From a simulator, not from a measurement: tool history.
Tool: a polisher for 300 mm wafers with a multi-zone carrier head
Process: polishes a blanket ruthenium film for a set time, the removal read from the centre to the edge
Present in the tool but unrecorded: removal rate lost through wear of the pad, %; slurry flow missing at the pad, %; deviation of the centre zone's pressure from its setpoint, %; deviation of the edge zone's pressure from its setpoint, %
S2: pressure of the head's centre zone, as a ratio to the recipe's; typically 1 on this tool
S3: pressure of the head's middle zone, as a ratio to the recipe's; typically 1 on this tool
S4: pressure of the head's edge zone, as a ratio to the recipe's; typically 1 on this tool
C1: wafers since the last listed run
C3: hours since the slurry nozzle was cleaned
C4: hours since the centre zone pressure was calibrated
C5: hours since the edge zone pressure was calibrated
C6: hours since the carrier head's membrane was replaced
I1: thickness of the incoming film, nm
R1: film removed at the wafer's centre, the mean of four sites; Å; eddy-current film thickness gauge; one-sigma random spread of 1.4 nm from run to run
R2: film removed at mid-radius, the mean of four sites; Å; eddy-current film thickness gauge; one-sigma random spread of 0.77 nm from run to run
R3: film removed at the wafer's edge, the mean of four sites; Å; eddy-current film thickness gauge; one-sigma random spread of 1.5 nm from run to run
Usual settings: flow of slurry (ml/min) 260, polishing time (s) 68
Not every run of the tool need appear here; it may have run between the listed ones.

Run 1, hour 0: usual settings but polishing time (s) 56; C1 0; wafers polished on this pad 240; C3 544.3; C4 929.6; C5 636.7; C6 1251.3; I1 402.6. Result: R1 899 Å, R2 888 Å, R3 912 Å.
Run 2, hour 17.8: usual settings but flow of slurry (ml/min) 210, polishing time (s) 54; C1 108; wafers polished on this pad 349; C3 562.1; C4 947.4; C5 654.5; C6 1269.1; I1 392. Result: R1 844 Å, R2 815 Å, R3 865 Å.
Run 3, hour 34.6: usual settings; C1 102; wafers polished on this pad 451; C3 578.9; C4 964.2; C5 671.3; C6 1285.9; I1 401.7. Result: R1 1075 Å, R2 1054 Å, R3 1080 Å.
Run 4, hour 66.7: usual settings but flow of slurry (ml/min) 195; C1 196; wafers polished on this pad 648; C3 611; C4 996.3; C5 703.4; C6 1318; I1 406.8. Result: R1 1016 Å, R2 991 Å, R3 1012 Å.
Run 5, hour 83.5: usual settings but flow of slurry (ml/min) 195; C1 102; wafers polished on this pad 750; C3 627.8; C4 1013.1; C5 720.2; C6 1334.8; I1 400.5. Result: R1 976 Å, R2 987 Å, R3 1002 Å.
Run 6, hour 108.1: usual settings; C1 150; wafers polished on this pad 901; C3 652.4; C4 1037.7; C5 744.8; C6 1359.4; I1 400.7. Result: R1 1033 Å, R2 1009 Å, R3 1018 Å.
At hour 125.8: worn pad replaced by a new one.
Run 7, hour 126.3: usual settings; C1 86; wafers polished on this pad 2; C3 670.6; C4 1055.9; C5 763; C6 1377.6; I1 403.4. Result: R1 1107 Å, R2 1084 Å, R3 1096 Å.
At hour 137.8: centre zone pressure recalibrated.
Run 8, hour 158.4: usual settings; C1 183; wafers polished on this pad 186; C3 702.7; C4 20.6; C5 795.1; C6 1409.7; I1 401.2. Result: R1 1078 Å, R2 1061 Å, R3 1094 Å.
Run 9, hour 180.1: usual settings; C1 132; wafers polished on this pad 319; C3 724.4; C4 42.3; C5 816.8; C6 1431.4; I1 401.2. Result: R1 1067 Å, R2 1055 Å, R3 1073 Å.
At hour 188.9: edge zone pressure recalibrated.
Run 10, hour 199.2: usual settings but flow of slurry (ml/min) 185, S3 1.09; C1 104; wafers polished on this pad 424; C3 743.5; C4 61.4; C5 10.3; C6 1450.5; I1 394.8. Result: R1 1010 Å, R2 1052 Å, R3 1032 Å.
Run 11, hour 213.3: usual settings but S2 0.89, S3 1.09, polishing time (s) 75; C1 86; wafers polished on this pad 510; C3 757.6; C4 75.5; C5 24.4; C6 1464.6; I1 407.8. Result: R1 1028 Å, R2 1211 Å, R3 1139 Å.
Run 12, hour 234.1: usual settings but flow of slurry (ml/min) 195, S3 1.04, S4 0.97; C1 127; wafers polished on this pad 637; C3 778.4; C4 96.3; C5 45.2; C6 1485.4; I1 403.6. Result: R1 984 Å, R2 1028 Å, R3 1018 Å.
At hour 283.9: worn pad replaced by a new one.
At hour 294.3: slurry nozzle cleaned.
Run 13, hour 335.4: usual settings but flow of slurry (ml/min) 325; C1 588; wafers polished on this pad 308; C3 41.1; C4 197.6; C5 146.5; C6 1586.7; I1 399.7. Result: R1 1110 Å, R2 1099 Å, R3 1092 Å.
Run 14, hour 370.5: usual settings but flow of slurry (ml/min) 180; C1 214; wafers polished on this pad 523; C3 76.2; C4 232.7; C5 181.6; C6 1621.8; I1 399.1. Result: R1 987 Å, R2 1002 Å, R3 1022 Å.
At hour 394.4: carrier head's membrane replaced by a new one.
Run 15, hour 394.9: usual settings; C1 118; wafers polished on this pad 641; C3 100.6; C4 257.1; C5 206; C6 0.5; I1 399. Result: R1 1065 Å, R2 1031 Å, R3 1056 Å.
At hour 434.3: worn pad replaced by a new one.
Run 16, hour 441.7: usual settings but flow of slurry (ml/min) 345, S2 1.03, S4 1.12; C1 261; wafers polished on this pad 45; C3 147.4; C4 303.9; C5 252.8; C6 47.3; I1 393.5. Result: R1 1204 Å, R2 1120 Å, R3 1202 Å.
Run 17, hour 456.1: usual settings; C1 88; wafers polished on this pad 133; C3 161.8; C4 318.3; C5 267.2; C6 61.7; I1 394. Result: R1 1122 Å, R2 1088 Å, R3 1085 Å.
Run 18, hour 469.5: usual settings but S2 0.89; C1 81; wafers polished on this pad 215; C3 175.2; C4 331.7; C5 280.6; C6 75.1; I1 396.9. Result: R1 989 Å, R2 1071 Å, R3 1126 Å.
Run 19, hour 496.2: usual settings but flow of slurry (ml/min) 310, S3 1.12; C1 163; wafers polished on this pad 378; C3 201.9; C4 358.4; C5 307.3; C6 101.8; I1 398.9. Result: R1 1092 Å, R2 1165 Å, R3 1103 Å.
Run 20, hour 532: usual settings but S2 1.08, S4 1.06, polishing time (s) 55; C1 218; wafers polished on this pad 597; C3 237.7; C4 394.2; C5 343.1; C6 137.6; I1 398.7. Result: R1 902 Å, R2 847 Å, R3 875 Å.
Run 21, hour 567.4: usual settings but S2 1.1, polishing time (s) 58; C1 216; wafers polished on this pad 813; C3 273.1; C4 429.6; C5 378.5; C6 173; I1 407.9. Result: R1 977 Å, R2 866 Å, R3 874 Å.

5 options for the next run, each taken on its own from the tool as it stands now. Forecast them:
Run A, hour 567.9: usual settings; C1 3; wafers polished on this pad 816; C3 273.6; C4 430.1; C5 379; C6 173.5; I1 397.8. Result: R1 ?, R2 ?, R3 ?.
Run B, hour 567.9: usual settings but S3 1.1, S4 1.12, polishing time (s) 81; C1 3; wafers polished on this pad 816; C3 273.6; C4 430.1; C5 379; C6 173.5; I1 397.8. Result: R1 ?, R2 ?, R3 ?.
Run C, hour 567.9: usual settings but polishing time (s) 76; C1 3; wafers polished on this pad 816; C3 273.6; C4 430.1; C5 379; C6 173.5; I1 397.8. Result: R1 ?, R2 ?, R3 ?.
Run D, hour 567.9: usual settings but flow of slurry (ml/min) 185, S4 0.89, polishing time (s) 49; C1 3; wafers polished on this pad 816; C3 273.6; C4 430.1; C5 379; C6 173.5; I1 397.8. Result: R1 ?, R2 ?, R3 ?.
Run E, hour 567.9: usual settings but S4 0.89; C1 3; wafers polished on this pad 816; C3 273.6; C4 430.1; C5 379; C6 173.5; I1 397.8. Result: R1 ?, R2 ?, R3 ?.

run    R1    R2    R3
  A  1033  1013  1000
  B  1231  1293  1259
  C  1155  1132  1118
  D   706   696   659
  E  1033  1013   947
Without the tool's hidden state the same runs would have given:
run    R1    R2    R3
  A  1121  1098  1085
  B  1336  1402  1366
  C  1253  1228  1213
  D   766   755   715
  E  1121  1098  1027

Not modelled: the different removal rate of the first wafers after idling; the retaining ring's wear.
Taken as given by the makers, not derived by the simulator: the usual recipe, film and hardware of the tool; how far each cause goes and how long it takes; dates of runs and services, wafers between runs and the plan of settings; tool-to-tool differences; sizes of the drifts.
